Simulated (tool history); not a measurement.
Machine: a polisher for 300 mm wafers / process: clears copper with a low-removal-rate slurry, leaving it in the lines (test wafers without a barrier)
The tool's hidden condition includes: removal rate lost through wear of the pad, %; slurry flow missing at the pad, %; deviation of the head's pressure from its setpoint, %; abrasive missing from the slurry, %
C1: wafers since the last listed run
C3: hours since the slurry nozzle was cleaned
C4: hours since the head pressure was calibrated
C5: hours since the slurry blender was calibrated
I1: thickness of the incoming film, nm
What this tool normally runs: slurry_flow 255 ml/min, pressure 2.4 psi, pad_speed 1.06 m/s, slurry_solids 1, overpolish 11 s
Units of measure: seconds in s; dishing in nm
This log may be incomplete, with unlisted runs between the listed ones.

run 1 hour=0 | slurry_flow=255 pressure=2.4 pad_speed=0.76 slurry_solids=1 overpolish=11 | C1=0 wafers_polished_on_this_pad=1260 C3=420.7 C4=295.9 C5=229.3 | I1=276.8 | seconds=114.5 dishing=11.2
run 2 hour=48.9 | slurry_flow=255 pressure=2.4 pad_speed=1.06 slurry_solids=1 overpolish=11 | C1=261 wafers_polished_on_this_pad=1522 C3=469.6 C4=344.8 C5=278.2 | I1=273.1 | seconds=91.4 dishing=13.1
run 3 hour=81.9 | slurry_flow=255 pressure=2.4 pad_speed=1.06 slurry_solids=1 overpolish=11 | C1=176 wafers_polished_on_this_pad=1699 C3=502.6 C4=377.8 C5=311.2 | I1=272.8 | seconds=93.1 dishing=12.2
run 4 hour=110 | slurry_flow=255 pressure=2.4 pad_speed=0.7 slurry_solids=1 overpolish=11 | C1=150 wafers_polished_on_this_pad=1849 C3=530.7 C4=405.9 C5=339.3 | I1=276.2 | seconds=124 dishing=10.9
run 5 hour=163.3 | slurry_flow=255 pressure=2.4 pad_speed=1.06 slurry_solids=1 overpolish=11 | C1=285 wafers_polished_on_this_pad=2135 C3=584 C4=459.2 C5=392.6 | I1=277.8 | seconds=97.8 dishing=13.3
run 6 hour=189.2 | slurry_flow=215 pressure=2.4 pad_speed=0.74 slurry_solids=1.2 overpolish=14 | C1=138 wafers_polished_on_this_pad=2274 C3=609.9 C4=485.1 C5=418.5 | I1=275.1 | seconds=118.5 dishing=13
-- hour=205.4 slurry nozzle cleaned
-- hour=215.9 slurry blender recalibrated
run 7 hour=234.6 | slurry_flow=255 pressure=2.4 pad_speed=1.32 slurry_solids=1 overpolish=11 | C1=227 wafers_polished_on_this_pad=2501 C3=29.2 C4=530.5 C5=18.7 | I1=275.6 | seconds=85.2 dishing=13.3
-- hour=258.8 worn pad replaced by a new one, of another model than before
run 8 hour=277.2 | slurry_flow=255 pressure=2.4 pad_speed=1.06 slurry_solids=1 overpolish=7 | C1=206 wafers_polished_on_this_pad=98 C3=71.8 C4=573.1 C5=61.3 | I1=271.8 | seconds=88.9 dishing=9.9
run 9 hour=329.3 | slurry_flow=255 pressure=2.4 pad_speed=1.24 slurry_solids=0.75 overpolish=11 | C1=279 wafers_polished_on_this_pad=377 C3=123.9 C4=625.2 C5=113.4 | I1=276.9 | seconds=93.6 dishing=12.8
run 10 hour=426.1 | slurry_flow=255 pressure=1.9 pad_speed=0.7 slurry_solids=1 overpolish=13 | C1=518 wafers_polished_on_this_pad=896 C3=220.7 C4=722 C5=210.2 | I1=276 | seconds=125.4 dishing=11.8
run 11 hour=460.4 | slurry_flow=255 pressure=2.4 pad_speed=1.06 slurry_solids=1 overpolish=11 | C1=183 wafers_polished_on_this_pad=1079 C3=255 C4=756.3 C5=244.5 | I1=280.7 | seconds=93.4 dishing=13.1
run 12 hour=529 | slurry_flow=255 pressure=2.4 pad_speed=1.06 slurry_solids=1 overpolish=11 | C1=367 wafers_polished_on_this_pad=1447 C3=323.6 C4=824.9 C5=313.1 | I1=273.9 | seconds=91.4 dishing=12.7
run 13 hour=574.1 | slurry_flow=255 pressure=2.9 pad_speed=1.36 slurry_solids=0.8 overpolish=7 | C1=241 wafers_polished_on_this_pad=1689 C3=368.7 C4=870 C5=358.2 | I1=280.5 | seconds=80.7 dishing=11.2
run 14 hour=609.5 | slurry_flow=255 pressure=2.4 pad_speed=1.06 slurry_solids=1 overpolish=11 | C1=189 wafers_polished_on_this_pad=1878 C3=404.1 C4=905.4 C5=393.6 | I1=277.9 | seconds=96.4 dishing=12.8
-- hour=654.1 head pressure recalibrated
-- hour=708.7 worn pad replaced by a new one
-- hour=745.4 slurry blender recalibrated
run 15 hour=745.9 | slurry_flow=255 pressure=2.4 pad_speed=1.06 slurry_solids=1 overpolish=8 | C1=687 wafers_polished_on_this_pad=188 C3=540.5 C4=91.8 C5=0.5 | I1=274.4 | seconds=88.1 dishing=11.4
run 16 hour=773.5 | slurry_flow=255 pressure=2.4 pad_speed=1.06 slurry_solids=1 overpolish=11 | C1=147 wafers_polished_on_this_pad=336 C3=568.1 C4=119.4 C5=28.1 | I1=275 | seconds=88.8 dishing=13.5
run 17 hour=816.4 | slurry_flow=255 pressure=2.4 pad_speed=1.06 slurry_solids=1 overpolish=16 | C1=229 wafers_polished_on_this_pad=566 C3=611 C4=162.3 C5=71 | I1=275.1 | seconds=86.8 dishing=14.8
-- hour=832.2 slurry nozzle cleaned
run 18 hour=859.5 | slurry_flow=255 pressure=2.1 pad_speed=0.88 slurry_solids=1.1 overpolish=9 | C1=225 wafers_polished_on_this_pad=791 C3=27.3 C4=205.4 C5=114.1 | I1=279.4 | seconds=105.2 dishing=11.1
run 19 hour=895.2 | slurry_flow=255 pressure=2.4 pad_speed=1.06 slurry_solids=1.2 overpolish=11 | C1=191 wafers_polished_on_this_pad=983 C3=63 C4=241.1 C5=149.8 | I1=272.2 | seconds=83.6 dishing=12.7
run 20 hour=1057.2 | slurry_flow=285 pressure=2.9 pad_speed=1.06 slurry_solids=0.8 overpolish=9 | C1=867 wafers_polished_on_this_pad=1850 C3=225 C4=403.1 C5=311.8 | I1=274.5 | seconds=90.2 dishing=11.9
run 21 hour=1110.7 | slurry_flow=255 pressure=2.4 pad_speed=1.06 slurry_solids=1 overpolish=11 | C1=286 wafers_polished_on_this_pad=2137 C3=278.5 C4=456.6 C5=365.3 | I1=278.4 | seconds=97.3 dishing=13
-- hour=1141.5 worn pad replaced by a new one
run 22 hour=1158.3 | slurry_flow=325 pressure=3.1 pad_speed=1.4 slurry_solids=1 overpolish=11 | C1=233 wafers_polished_on_this_pad=89 C3=326.1 C4=504.2 C5=412.9 | I1=273.8 | seconds=63 dishing=15.6
run 23 hour=1197.9 | slurry_flow=255 pressure=2.4 pad_speed=1.06 slurry_solids=1 overpolish=11 | C1=212 wafers_polished_on_this_pad=301 C3=365.7 C4=543.8 C5=452.5 | I1=279.1 | seconds=90.6 dishing=12.6
run 24 hour=1232.4 | slurry_flow=255 pressure=2.4 pad_speed=1.06 slurry_solids=1 overpolish=11 | C1=184 wafers_polished_on_this_pad=486 C3=400.2 C4=578.3 C5=487 | I1=277 | seconds=89.8 dishing=12.9
run 25 hour=1260.6 | slurry_flow=255 pressure=2.4 pad_speed=1.24 slurry_solids=0.75 overpolish=11 | C1=151 wafers_polished_on_this_pad=637 C3=428.4 C4=606.5 C5=515.2 | I1=279.2 | seconds=95.5 dishing=12.9
-- hour=1289.4 slurry blender recalibrated
run 26 hour=1301.3 | slurry_flow=165 pressure=2.9 pad_speed=1.16 slurry_solids=1 overpolish=11 | C1=207 wafers_polished_on_this_pad=845 C3=469.1 C4=647.2 C5=11.9 | I1=274.6 | seconds=77.6 dishing=13.7
run 27 hour=1362.8 | slurry_flow=255 pressure=2.4 pad_speed=0.82 slurry_solids=1.15 overpolish=11 | C1=329 wafers_polished_on_this_pad=1174 C3=530.6 C4=708.7 C5=73.4 | I1=275.4 | seconds=96.7 dishing=12.3

Hidden state at the last listed run before each entry between runs and at the first one after, where it differs:
Runs 6 to 7: slurry nozzle cleaned (hour 205.4); slurry blender recalibrated (hour 215.9)
  removal rate lost through wear of the pad, %: 9.57 -> 11.7
  difference, measured minus the result without the unlogged condition, seconds: +11.3 -> +10 s; dishing: -0.6 -> -0.7 nm
Runs 7 to 8: worn pad replaced by a new one, of another model than before (hour 258.8)
  removal rate lost through wear of the pad, %: 11.7 -> 0.792
  difference, measured minus the result without the unlogged condition, seconds: +10 -> +0.7 s; dishing: -0.7 -> -0.1 nm
Runs 14 to 15: head pressure recalibrated (hour 654.1); worn pad replaced by a new one (hour 708.7); slurry blender recalibrated (hour 745.4)
  removal rate lost through wear of the pad, %: 7.19 -> 0.513
  difference, measured minus the result without the unlogged condition, seconds: +7 -> +0.5 s; dishing: -0.5 -> +0 nm
Runs 17 to 18: slurry nozzle cleaned (hour 832.2)
  removal rate lost through wear of the pad, %: 1.05 -> 1.63
  difference, measured minus the result without the unlogged condition, seconds: +0.9 -> +1.8 s; dishing: -0.1 -> -0.1 nm
Runs 21 to 22: worn pad replaced by a new one (hour 1141.5)
  removal rate lost through wear of the pad, %: 8.87 -> 0.879
  difference, measured minus the result without the unlogged condition, seconds: +8.7 -> +0.6 s; dishing: -0.6 -> +0 nm
Runs 25 to 26: slurry blender recalibrated (hour 1289.4)
  removal rate lost through wear of the pad, %: 1.6 -> 2.19
  difference, measured minus the result without the unlogged condition, seconds: +1.6 -> +1.7 s; dishing: -0.1 -> -0.1 nm
